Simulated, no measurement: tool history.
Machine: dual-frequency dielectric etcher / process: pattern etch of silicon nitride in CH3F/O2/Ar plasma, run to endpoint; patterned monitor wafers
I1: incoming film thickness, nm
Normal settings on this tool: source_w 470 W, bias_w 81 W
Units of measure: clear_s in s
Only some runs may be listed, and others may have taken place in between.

{"run": 1, "hour": 0.0, "source_w": 420, "bias_w": 67, "I1": 35.6, "clear_s": 49.2}
{"run": 2, "hour": 55.2, "source_w": 470, "bias_w": 87, "I1": 35.36, "clear_s": 41.2}
{"run": 3, "hour": 124.6, "source_w": 470, "bias_w": 90, "I1": 35.16, "clear_s": 40.8}
{"run": 4, "hour": 180.8, "source_w": 470, "bias_w": 90, "I1": 35.26, "clear_s": 40.9}
{"run": 5, "hour": 210.8, "source_w": 470, "bias_w": 90, "I1": 35.19, "clear_s": 40.2}
{"run": 6, "hour": 255.1, "source_w": 490, "bias_w": 81, "I1": 35.34, "clear_s": 41.9}
{"run": 7, "hour": 295.7, "source_w": 540, "bias_w": 81, "I1": 35.08, "clear_s": 40.2}
{"run": 8, "hour": 358.7, "source_w": 470, "bias_w": 74, "I1": 35.24, "clear_s": 44.3}
{"run": 9, "hour": 419.4, "source_w": 530, "bias_w": 70, "I1": 35.16, "clear_s": 43.1}
{"run": 10, "hour": 445.5, "source_w": 470, "bias_w": 81, "I1": 35.33, "clear_s": 42.9}
{"run": 11, "hour": 495.6, "source_w": 470, "bias_w": 81, "I1": 35.4, "clear_s": 43}
{"run": 12, "hour": 553.5, "source_w": 470, "bias_w": 81, "I1": 35, "clear_s": 42.1}
{"run": 13, "hour": 625.0, "source_w": 470, "bias_w": 73, "I1": 35.36, "clear_s": 44.7}
{"run": 14, "hour": 686.3, "source_w": 470, "bias_w": 73, "I1": 35.6, "clear_s": 45.1}
{"run": 15, "hour": 734.1, "source_w": 370, "bias_w": 67, "I1": 35.21, "clear_s": 51.7}
{"run": 16, "hour": 763.7, "source_w": 530, "bias_w": 81, "I1": 35.6, "clear_s": 40.4}
{"run": 17, "hour": 791.3, "source_w": 470, "bias_w": 81, "I1": 35.3, "clear_s": 42.5}
{"run": 18, "hour": 848.9, "source_w": 430, "bias_w": 92, "I1": 35.44, "clear_s": 42.1}
{"run": 19, "hour": 902.6, "source_w": 510, "bias_w": 71, "I1": 35.73, "clear_s": 44.2}
{"run": 20, "hour": 933.3, "source_w": 470, "bias_w": 81, "I1": 35.36, "clear_s": 42.9}
{"run": 21, "hour": 962.0, "source_w": 470, "bias_w": 75, "I1": 35.77, "clear_s": 45}
{"run": 22, "hour": 1168.8, "source_w": 350, "bias_w": 81, "I1": 35.65, "clear_s": 51.2}
{"run": 23, "hour": 1218.1, "source_w": 380, "bias_w": 100, "I1": 35.18, "clear_s": 44.6}
{"run": 24, "hour": 1289.5, "source_w": 400, "bias_w": 81, "I1": 35.69, "clear_s": 47.5}
{"run": 25, "hour": 1316.2, "source_w": 390, "bias_w": 61, "I1": 35.77, "clear_s": 54.4}
{"run": 26, "hour": 1425.9, "source_w": 470, "bias_w": 81, "I1": 35.29, "clear_s": 43.4}
{"run": 27, "hour": 1455.8, "source_w": 470, "bias_w": 100, "I1": 35.09, "clear_s": 39.1}
{"run": 28, "hour": 1481.0, "source_w": 550, "bias_w": 81, "I1": 35.37, "clear_s": 40.2}
{"run": 29, "hour": 1561.6, "source_w": 440, "bias_w": 88, "I1": 35.68, "clear_s": 43.4}
{"run": 30, "hour": 1600.8, "source_w": 380, "bias_w": 90, "I1": 35.3, "clear_s": 45.3}
{"run": 31, "hour": 1653.6, "source_w": 410, "bias_w": 81, "I1": 35.64, "clear_s": 46.7}
{"run": 32, "hour": 1687.3, "source_w": 410, "bias_w": 70, "I1": 35.45, "clear_s": 49.4}
{"run": 33, "hour": 1752.9, "source_w": 570, "bias_w": 81, "I1": 35.3, "clear_s": 39.9}
{"run": 34, "hour": 1777.5, "source_w": 470, "bias_w": 69, "I1": 35.54, "clear_s": 46.9}
{"run": 35, "hour": 1804.2, "source_w": 510, "bias_w": 94, "I1": 35.48, "clear_s": 39.2}

Put back what was entered between runs (8 entries, withheld): which listed runs does each sit between, and how does the hidden state differ from the listed run before to the listed run after?
Logged between run 5 and run 6: wet clean of the chamber (hour 254.6)
  source power that arrives over what is set, %: 2.88 -> 2.93
  measured result minus the result with no hidden state, clear_s: -0.5 -> -0.6 s
Logged between run 14 and run 15: wet clean of the chamber (hour 716.2)
  source power that arrives over what is set, %: 3.38 -> 3.43
  measured result minus the result with no hidden state, clear_s: -0.7 -> -0.8 s
Logged between run 21 and run 22: bias power generator calibrated (hour 988.8); source power generator calibrated (hour 992.3); upper electrode replaced (hour 1100.4); wet clean of the chamber (hour 1117.6)
  source power that arrives over what is set, %: 3.67 -> -6.32
  measured result minus the result with no hidden state, clear_s: -0.8 -> +1.5 s
Logged between run 23 and run 24: source power generator calibrated, repeated, since the last time left the tool worse (hour 1273.4)
  source power that arrives over what is set, %: -6.27 -> -0.202
  measured result minus the result with no hidden state, clear_s: +1.2 -> +0 s
Logged between run 28 and run 29: wet clean of the chamber (hour 1561.1)
  source power that arrives over what is set, %: -0.00163 -> 0.0826
  measured result minus the result with no hidden state, clear_s: +0 -> +0 s

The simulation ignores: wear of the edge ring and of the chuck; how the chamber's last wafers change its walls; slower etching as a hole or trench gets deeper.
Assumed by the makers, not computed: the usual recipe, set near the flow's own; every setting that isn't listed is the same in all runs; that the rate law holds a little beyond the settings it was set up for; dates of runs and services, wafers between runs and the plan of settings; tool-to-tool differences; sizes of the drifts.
